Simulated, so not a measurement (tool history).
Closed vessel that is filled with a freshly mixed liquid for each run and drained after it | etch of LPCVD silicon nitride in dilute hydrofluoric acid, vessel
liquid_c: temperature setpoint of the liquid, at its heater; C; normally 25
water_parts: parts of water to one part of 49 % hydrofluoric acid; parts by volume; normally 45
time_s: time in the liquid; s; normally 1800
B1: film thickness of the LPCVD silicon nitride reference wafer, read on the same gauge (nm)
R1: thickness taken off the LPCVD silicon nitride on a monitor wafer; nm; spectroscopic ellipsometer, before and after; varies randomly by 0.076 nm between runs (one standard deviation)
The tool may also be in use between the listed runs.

{"run": 1, "hour": 0.0, "liquid_c": 25, "water_parts": 45, "time_s": 1800, "B1": 49.99, "R1": 19.71}
{"run": 2, "hour": 6.4, "liquid_c": 25, "water_parts": 45, "time_s": 1800, "B1": 50.01, "R1": 19.73}
{"run": 3, "hour": 39.9, "liquid_c": 25, "water_parts": 45, "time_s": 1800, "B1": 50, "R1": 19.82}
{"run": 4, "hour": 52.3, "liquid_c": 25, "water_parts": 50, "time_s": 1800, "B1": 50, "R1": 17.89}
{"run": 5, "hour": 69.9, "liquid_c": 26.5, "water_parts": 45, "time_s": 1800, "B1": 50.01, "R1": 21.85}
{"run": 6, "hour": 76.1, "liquid_c": 26.5, "water_parts": 45, "time_s": 1800, "B1": 49.99, "R1": 21.96}
{"run": 7, "hour": 92.6, "liquid_c": 23, "water_parts": 35, "time_s": 1800, "B1": 49.98, "R1": 21.76}
{"hour": 97.3, "done": "gauge calibrated"}
{"run": 8, "hour": 103.7, "liquid_c": 25, "water_parts": 45, "time_s": 1800, "B1": 50.02, "R1": 19.73}
{"run": 9, "hour": 119.2, "liquid_c": 25, "water_parts": 45, "time_s": 1800, "B1": 49.99, "R1": 19.57}
{"run": 10, "hour": 128.3, "liquid_c": 25, "water_parts": 45, "time_s": 1800, "B1": 50, "R1": 19.78}
{"run": 11, "hour": 143.7, "liquid_c": 25, "water_parts": 60, "time_s": 1800, "B1": 49.99, "R1": 14.94}
{"hour": 155.6, "done": "hydrofluoric acid flow meter replaced"}
{"run": 12, "hour": 158.5, "liquid_c": 25, "water_parts": 60, "time_s": 1800, "B1": 50, "R1": 12.98}
{"run": 13, "hour": 172.3, "liquid_c": 25, "water_parts": 55, "time_s": 785, "B1": 49.98, "R1": 6.12}
{"run": 14, "hour": 184.5, "liquid_c": 25, "water_parts": 45, "time_s": 1800, "B1": 50.01, "R1": 17.31}
{"run": 15, "hour": 193.5, "liquid_c": 25, "water_parts": 45, "time_s": 1800, "B1": 50.03, "R1": 17.1}
{"run": 16, "hour": 203.3, "liquid_c": 23.5, "water_parts": 45, "time_s": 2485, "B1": 49.97, "R1": 21.36}
{"run": 17, "hour": 212.6, "liquid_c": 23.5, "water_parts": 45, "time_s": 1800, "B1": 50.05, "R1": 15.4}
{"run": 18, "hour": 226.2, "liquid_c": 30, "water_parts": 45, "time_s": 1800, "B1": 50, "R1": 24.13}
{"hour": 230.9, "done": "thermometer replaced"}
{"run": 19, "hour": 243.3, "liquid_c": 25, "water_parts": 35, "time_s": 1055, "B1": 50.01, "R1": 14.91}
{"run": 20, "hour": 259.4, "liquid_c": 25, "water_parts": 45, "time_s": 1800, "B1": 50, "R1": 19.89}
{"run": 21, "hour": 267.5, "liquid_c": 25, "water_parts": 35, "time_s": 1800, "B1": 50.01, "R1": 25.44}
{"run": 22, "hour": 275.8, "liquid_c": 25, "water_parts": 30, "time_s": 925, "B1": 49.98, "R1": 15.16}
{"run": 23, "hour": 289.4, "liquid_c": 25, "water_parts": 45, "time_s": 1800, "B1": 50.01, "R1": 19.81}
{"run": 24, "hour": 303.3, "liquid_c": 21, "water_parts": 60, "time_s": 780, "B1": 50.01, "R1": 4.92}

Alternative continuations, all from the tool just after run 24; predict every row:
{"run": "A", "hour": 304.4, "liquid_c": 22, "water_parts": 45, "time_s": 1800, "B1": "?", "R1": "?"}
{"run": "B", "hour": 304.4, "liquid_c": 21, "water_parts": 45, "time_s": 1800, "B1": "?", "R1": "?"}
{"run": "C", "hour": 304.4, "liquid_c": 27.5, "water_parts": 65, "time_s": 2655, "B1": "?", "R1": "?"}
{"run": "D", "hour": 304.4, "liquid_c": 25, "water_parts": 45, "time_s": 2865, "B1": "?", "R1": "?"}

run=A B1=49.98 R1=16.24
run=B B1=49.98 R1=15.15
run=C B1=49.98 R1=24.17
run=D B1=49.98 R1=31.71
Without the tool's unlogged condition, the same runs would have read:
run=A R1=16.76
run=B R1=15.64
run=C R1=24.89
run=D R1=32.69

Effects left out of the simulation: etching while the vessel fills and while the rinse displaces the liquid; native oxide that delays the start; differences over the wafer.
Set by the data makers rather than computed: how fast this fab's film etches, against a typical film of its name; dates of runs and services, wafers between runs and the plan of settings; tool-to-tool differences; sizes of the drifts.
